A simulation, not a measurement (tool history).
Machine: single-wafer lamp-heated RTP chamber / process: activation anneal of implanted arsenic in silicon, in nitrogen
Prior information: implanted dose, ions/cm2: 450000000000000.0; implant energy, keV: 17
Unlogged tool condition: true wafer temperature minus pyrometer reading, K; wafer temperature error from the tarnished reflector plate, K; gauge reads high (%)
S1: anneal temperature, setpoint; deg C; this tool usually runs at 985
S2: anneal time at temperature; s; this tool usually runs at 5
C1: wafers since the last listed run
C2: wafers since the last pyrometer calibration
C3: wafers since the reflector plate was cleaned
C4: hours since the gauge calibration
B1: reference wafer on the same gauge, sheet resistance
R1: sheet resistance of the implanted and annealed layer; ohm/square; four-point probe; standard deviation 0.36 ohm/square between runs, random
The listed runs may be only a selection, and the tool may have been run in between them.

Run 1, hour 0.0: usual settings; C1 0; C2 3846; C3 959; C4 272.0; B1 261.92. Result: R1 241.04 ohm/square.
At hour 35.1: pyrometer window cleaned and pyrometer calibrated.
Run 2, hour 76.8: usual settings; C1 1491; C2 903; C3 2450; C4 348.8; B1 261.62. Result: R1 239.88 ohm/square.
Run 3, hour 179.9: usual settings; C1 2235; C2 3138; C3 4686; C4 451.9; B1 261.17. Result: R1 239.83 ohm/square.
Run 4, hour 245.9: usual settings; C1 1430; C2 4569; C3 6116; C4 517.9; B1 260.69. Result: R1 239.12 ohm/square.
Run 5, hour 287.3: usual settings; C1 897; C2 5467; C3 7014; C4 559.3; B1 260.27. Result: R1 239.40 ohm/square.
At hour 310.0: pyrometer window cleaned and pyrometer calibrated.
At hour 333.8: reflector plate cleaned.
Run 6, hour 374.5: usual settings; C1 1543; C2 1224; C3 881; C4 646.5; B1 260.13. Result: R1 238.60 ohm/square.
At hour 450.0: gauge calibrated.
Run 7, hour 478.3: usual settings; C1 2250; C2 3474; C3 3132; C4 28.3; B1 263.16. Result: R1 241.36 ohm/square.
Run 8, hour 561.9: usual settings but S2 3 s; C1 1812; C2 5286; C3 4944; C4 111.9; B1 262.61. Result: R1 243.52 ohm/square.
At hour 584.7: pyrometer window cleaned and pyrometer calibrated.
Run 9, hour 601.8: usual settings; C1 691; C2 371; C3 5636; C4 151.8; B1 262.63. Result: R1 240.96 ohm/square.
Run 10, hour 649.2: usual settings but S1 1002 deg C, S2 7 s; C1 1027; C2 1399; C3 6663; C4 199.2; B1 261.96. Result: R1 238.08 ohm/square.
At hour 691.6: reflector plate cleaned.
Run 11, hour 708.2: usual settings but S1 1008 deg C, S2 4 s; C1 1105; C2 2504; C3 359; C4 258.2; B1 261.99. Result: R1 240.00 ohm/square.
Run 12, hour 788.4: usual settings but S1 995 deg C, S2 8 s; C1 1738; C2 4243; C3 2098; C4 338.4; B1 261.48. Result: R1 237.14 ohm/square.
At hour 813.6: pyrometer window cleaned and pyrometer calibrated.
Run 13, hour 857.8: usual settings but S1 1012 deg C, S2 8 s; C1 1331; C2 958; C3 3429; C4 407.8; B1 261.11. Result: R1 235.59 ohm/square.
Run 14, hour 922.5: usual settings but S2 7 s; C1 1402; C2 2361; C3 4831; C4 472.5; B1 260.73. Result: R1 237.50 ohm/square.
At hour 1008.7: reflector plate cleaned.
Run 15, hour 1009.2: usual settings but S1 957 deg C, S2 3 s; C1 1706; C2 4067; C3 11; C4 559.2; B1 260.40. Result: R1 244.41 ohm/square.

Predict each of these 4 candidate next runs independently; none follows another, all start after run 15:
Run A, hour 1009.6: usual settings; C1 8; C2 4076; C3 19; C4 559.6; B1 ?. Result: R1 ?.
Run B, hour 1009.6: usual settings but S1 973 deg C, S2 3 s; C1 8; C2 4076; C3 19; C4 559.6; B1 ?. Result: R1 ?.
Run C, hour 1009.6: usual settings but S1 1009 deg C, S2 7 s; C1 8; C2 4076; C3 19; C4 559.6; B1 ?. Result: R1 ?.
Run D, hour 1009.6: usual settings but S1 966 deg C; C1 8; C2 4076; C3 19; C4 559.6; B1 ?. Result: R1 ?.

run      B1      R1
  A  260.39  238.71
  B  260.39  242.49
  C  260.39  235.15
  D  260.39  240.34
Had the tool no hidden state, the same runs would have come out as:
run      R1
  A  241.08
  B  244.90
  C  237.49
  D  242.73
